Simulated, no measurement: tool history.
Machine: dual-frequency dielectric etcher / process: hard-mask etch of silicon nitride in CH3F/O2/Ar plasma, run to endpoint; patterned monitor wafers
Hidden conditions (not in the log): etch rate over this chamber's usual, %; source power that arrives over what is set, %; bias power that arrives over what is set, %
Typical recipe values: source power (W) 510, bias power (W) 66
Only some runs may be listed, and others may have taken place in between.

run	hour	source power (W)	bias power (W)	wafers since the last listed run	hours since the last wet clean	hours since the last source power generator calibration	hours since the last bias power generator calibration	hours since the last upper electrode change	incoming incoming film thickness, nm	endpoint time (s)
1	0	510	66	0	12.8	3668.8	1585.5	2739.4	32.32	44.9
2	29.7	510	66	446	42.5	3698.5	1615.2	2769.1	31.9	44.2
3	81.6	510	66	780	94.4	3750.4	1667.1	2821	32.3	44.6
4	217.4	510	66	2042	230.2	3886.2	1802.9	2956.8	32.1	43.7
5	250.8	510	77	502	263.6	3919.6	1836.3	2990.2	32.23	41.5
6	290.7	510	77	600	303.5	3959.5	1876.2	3030.1	32.09	42
# hour 374.5: wet clean of the chamber
7	375	450	66	907	0.5	4043.8	1960.5	3114.4	32.2	45.6
8	379.1	510	74	61	4.6	4047.9	1964.6	3118.5	32.07	42.6
9	449.2	510	66	1054	74.7	4118	2034.7	3188.6	32.19	43.3
10	491.4	510	66	634	116.9	4160.2	2076.9	3230.8	32.17	43.5
11	543.3	510	66	780	168.8	4212.1	2128.8	3282.7	31.94	43.7
12	573.4	460	66	452	198.9	4242.2	2158.9	3312.8	32.33	44.9
# hour 618.6: upper electrode replaced, of another model than before
13	641	600	52	655	266.5	4309.8	2226.5	22.4	32.05	43.1
14	667.2	410	66	394	292.7	4336	2252.7	48.6	31.82	44.3
15	698.5	510	82	470	324	4367.3	2284	79.9	32.15	40.7
16	727.1	510	66	430	352.6	4395.9	2312.6	108.5	32.32	42.8
# hour 737.2: source power generator calibrated
# hour 815.3: wet clean of the chamber
17	815.8	560	62	913	0.5	78.6	2401.3	197.2	32.03	43.7
# hour 825.1: bias power generator calibrated
18	861	450	75	619	45.7	123.8	35.9	242.4	32.16	43.5
19	904	510	66	646	88.7	166.8	78.9	285.4	32.38	44
20	962.3	510	66	877	147	225.1	137.2	343.7	32.11	43.8
21	992.6	620	60	455	177.3	255.4	167.5	374	32.1	42.9
22	1031	630	60	577	215.7	293.8	205.9	412.4	31.67	42.2
23	1078.6	400	54	716	263.3	341.4	253.5	460	32.16	46.2
24	1118.9	560	66	606	303.6	381.7	293.8	500.3	31.84	42.3

Predict each of these 4 candidate next runs independently; none follows another, all start after run 24:
A	1119.3	400	66	6	304	382.1	294.2	500.7	32.23	?
B	1119.3	640	79	6	304	382.1	294.2	500.7	32.23	?
C	1119.3	400	53	6	304	382.1	294.2	500.7	32.23	?
D	1119.3	510	62	6	304	382.1	294.2	500.7	32.23	?

run	endpoint time (s)
A	44.9
B	40.2
C	46.6
D	43.7
Without the tool's unlogged condition, the same runs would have read:
run	endpoint time (s)
A	46
B	41.2
C	47.7
D	44.8
